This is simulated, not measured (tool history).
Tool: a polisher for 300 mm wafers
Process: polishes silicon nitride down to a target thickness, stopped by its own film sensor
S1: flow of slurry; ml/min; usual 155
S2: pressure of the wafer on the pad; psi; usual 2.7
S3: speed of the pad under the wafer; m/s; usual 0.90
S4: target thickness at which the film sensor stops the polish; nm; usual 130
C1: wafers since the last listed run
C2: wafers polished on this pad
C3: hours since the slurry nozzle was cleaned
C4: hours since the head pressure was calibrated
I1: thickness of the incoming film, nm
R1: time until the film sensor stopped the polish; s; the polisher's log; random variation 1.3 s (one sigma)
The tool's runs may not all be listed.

run    hour   S1   S2    S3   S4   C1    C2     C3     C4     I1     R1
  1     0.0  155  2.7  0.66  130    0  1472  255.7  345.9  290.6  199.5
  2    31.4  155  2.7  0.66  130  241  1713  287.1  377.3  287.1  196.3
  3    92.4  155  2.7  0.66  130  468  2181  348.1  438.3  289.4  197.9
  4   121.4  155  2.7  0.90  130  222  2404  377.1  467.3  293.4  166.9
      142.5  -- worn pad replaced by a new one
  5   157.0  155  2.7  0.90  130  242   111  412.7  502.9  293.3  165.3
  6   193.6  155  2.7  0.90  130  281   392  449.3  539.5  287.2  160.1
      220.3  -- head pressure recalibrated
  7   264.7  155  2.7  0.76  130  530   923  520.4   44.4  289.4  168.5
  8   292.4  155  2.7  0.76  130  212  1136  548.1   72.1  284.2  164.8
  9   331.7  155  2.7  0.76  130  301  1437  587.4  111.4  286.2  167.7
 10   382.3  155  2.7  0.90  130  388  1826  638.0  162.0  290.5  156.4
      404.9  -- worn pad replaced by a new one
 11   409.1  155  2.7  0.90  130  175    31  664.8  188.8  294.6  159.0
 12   469.6  155  2.7  0.90  130  464   496  725.3  249.3  286.7  154.6
      490.3  -- slurry nozzle cleaned
 13   498.3  155  3.3  0.90  130  212   709    8.0  278.0  290.6  129.4
 14   566.7  155  3.3  0.90  130  525  1234   76.4  346.4  294.9  133.8
 15   625.4  115  2.7  0.90  130  450  1685  135.1  405.1  284.4  162.5
 16   675.5  115  2.7  0.90  130  384  2069  185.2  455.2  286.2  167.3
      689.9  -- worn pad replaced by a new one
 17   727.0  185  2.7  0.90  130  364   284  236.7  506.7  293.7  159.1
 18   773.1  155  2.5  0.90  130  354   638  282.8  552.8  289.9  174.0
 19   801.9  155  2.7  0.90  130  221   859  311.6  581.6  294.8  166.5
 20   847.1  155  2.7  0.90  130  347  1206  356.8  626.8  292.1  163.7
 21   882.1  155  2.7  0.90  130  268  1475  391.8  661.8  287.8  159.2
      916.0  -- head pressure recalibrated
 22   930.9  155  2.7  0.90  130  359  1835  440.6   14.9  291.0  150.1
      975.1  -- worn pad replaced by a new one
 23   975.6  195  2.1  0.90  130  312     3  485.3   59.6  292.2  189.0
 24  1038.5  155  2.7  0.64  130  483   486  548.2  122.5  292.7  200.3
 25  1070.4  125  2.7  1.00  130  244   731  580.1  154.4  289.0  150.3
 26  1119.4  130  2.7  0.66  130  376  1108  629.1  203.4  286.4  199.7
     1234.4  -- worn pad replaced by a new one
 27  1240.9  135  1.9  0.78  130  902    49  750.6  324.9  286.6  245.3
 28  1274.3  155  2.7  0.90  130  256   306  784.0  358.3  292.9  163.8
     1330.2  -- slurry nozzle cleaned
 29  1342.9  155  3.5  0.90   79  519   825   12.7  426.9  286.5  162.0
 30  1373.7  185  3.2  0.76  130  236  1061   43.5  457.7  291.3  151.6
 31  1407.8  155  2.7  0.90  130  261  1323   77.6  491.8  294.2  164.4
 32  1478.1  125  2.7  0.90  130  539  1863  147.9  562.1  287.5  165.7

Hidden state or all else? Some run-to-run changes of R1, split into what the settings, what came in and random variation would give without the hidden state, and what is left for the hidden state (with any gauge scatter that isn't in both results):
The hidden state here: removal rate lost through wear of the pad, %; slurry flow missing at the pad, %; deviation of the head's pressure from its setpoint, %.
Run 6 -> 7: S3 0.90 -> 0.76, head pressure recalibrated. R1 +8.4 s: hidden state -10.9, all else +19.3.
Run 21 -> 22: head pressure recalibrated. R1 -9.1 s: hidden state -11.0, all else +1.9.
Run 24 -> 25: S1 155 -> 125, S3 0.64 -> 1.00. R1 -50.0 s: hidden state -0.8, all else -49.2.
Run 25 -> 26: S1 125 -> 130, S3 1.00 -> 0.66. R1 +49.4 s: hidden state +3.8, all else +45.6.
Run 26 -> 27: S1 130 -> 135, S2 2.7 -> 1.9, S3 0.66 -> 0.78, worn pad replaced by a new one. R1 +45.6 s: hidden state +5.6, all else +40.0.
Run 27 -> 28: S1 135 -> 155, S2 1.9 -> 2.7, S3 0.78 -> 0.90. R1 -81.5 s: hidden state -4.7, all else -76.8.
